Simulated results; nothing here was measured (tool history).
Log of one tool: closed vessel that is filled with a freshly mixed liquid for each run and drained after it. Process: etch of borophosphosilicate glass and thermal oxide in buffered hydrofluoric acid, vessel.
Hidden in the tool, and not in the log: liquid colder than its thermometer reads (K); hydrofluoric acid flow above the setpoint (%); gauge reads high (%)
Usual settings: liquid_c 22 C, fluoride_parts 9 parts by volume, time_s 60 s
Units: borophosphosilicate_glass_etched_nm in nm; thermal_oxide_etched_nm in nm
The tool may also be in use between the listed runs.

run	hour	liquid_c	fluoride_parts	time_s	wafers since the last listed run	hours since the thermometer was replaced	hours since the hydrofluoric acid flow meter was replaced	hours since the gauge calibration	read-back film thickness of the borophosphosilicate glass reference wafer, read on the same gauge (nm)	read-back film thickness of the thermal oxide reference wafer, read on the same gauge (nm)	borophosphosilicate_glass_etched_nm	thermal_oxide_etched_nm
1	0	22	9	60	0	34.7	329.1	2037.2	149.99	80.02	168.74	68.87
2	233.8	22	9	60	20021	268.5	562.9	2271	150	79.95	164.74	68.75
# hour 316.6: hydrofluoric acid flow meter replaced
3	557.7	22	9	60	27651	592.4	241.1	2594.9	150.05	79.99	162.6	67.25
# hour 582.1: gauge calibrated
4	644.2	22	9	60	7407	678.9	327.6	62.1	149.96	80.02	159.72	66.39
# hour 709.8: thermometer replaced
5	860.5	22	9	60	18436	150.7	543.9	278.4	149.99	79.99	167.31	68.81
6	939.9	22	9	60	6799	230.1	623.3	357.8	149.94	79.99	165.8	68.41
# hour 1016.9: hydrofluoric acid flow meter replaced
7	1021.8	22	9	60	6927	312	4.9	439.7	150.03	79.99	164.82	69.88
8	1063.3	22	9	60	3553	353.5	46.4	481.2	149.98	80.03	163.22	68.4
9	1124.9	22	11.5	60	5275	415.1	108	542.8	150	79.97	133.75	56
10	1214.5	20.5	9	60	7672	504.7	197.6	632.4	149.99	79.98	150.88	63.03
11	1312.4	19	12	90	8383	602.6	295.5	730.3	150.03	80.01	161.63	66.98
# hour 1371.5: thermometer replaced
12	1400.8	22	11.5	60	7484	29.3	383.9	818.7	150	80.03	136.43	57.35
13	1469	22	9	60	5840	97.5	452.1	886.9	150.04	80.04	168.12	69.65
14	1551.9	22	12	60	7099	180.4	535	969.8	150.03	80	129.95	52.93
15	1606.6	18.5	7	60	4684	235.1	589.7	1024.5	149.99	80.04	181.78	76.08
16	1675.8	18.5	9	60	5925	304.3	658.9	1093.7	150.04	80.02	135.72	56.11
17	1760.9	17	7	70	7287	389.4	744	1178.8	150.03	79.99	191.45	78.28
# hour 1766.2: hydrofluoric acid flow meter replaced
18	1854.6	20.5	11.5	45	7938	483.1	88.4	1272.5	150.02	80.02	92.16	38.5
19	1900.8	22	9	60	3956	529.3	134.6	1318.7	149.99	80.06	162.86	69.13
20	1987.1	22	7	95	7390	615.6	220.9	1405	149.99	79.99	339.67	140.34
21	2056	20.5	11.5	75	5900	684.5	289.8	1473.9	150.04	80	151.49	63.22
# hour 2084.1: thermometer replaced
22	2142.3	22	7	60	7304	58.2	376.1	1560.2	149.97	80	221.34	91.54
23	2207.3	22	9	60	5566	123.2	441.1	1625.2	149.97	80	166.8	69.04
24	2301.9	24	9	45	8100	217.8	535.7	1719.8	150.01	79.99	139.06	57.91
25	2360.9	22	9	60	5052	276.8	594.7	1778.8	150.03	79.98	166.5	68.72

Measured less the same run without the tool's hidden state. The same run-to-run variation is in both; the gauge's scatter may not be:
run	borophosphosilicate_glass_etched_nm	thermal_oxide_etched_nm
1	-0.83	-0.34
2	-2.81	-1.18
3	-5.6	-2.35
4	-6.23	-2.62
5	-1.38	-0.57
6	-2	-0.84
7	-2.72	-1.17
8	-3.06	-1.3
9	-2.96	-1.25
10	-4.13	-1.75
11	-5.32	-2.23
12	-0.37	-0.16
13	-1.02	-0.42
14	-1.36	-0.56
15	-2.44	-1.04
16	-2.37	-1
17	-4.24	-1.77
18	-2.48	-1.05
19	-4.69	-2.02
20	-11.29	-4.74
21	-5.71	-2.41
22	-0.96	-0.41
23	-1.27	-0.53
24	-1.73	-0.73
25	-2.66	-1.11
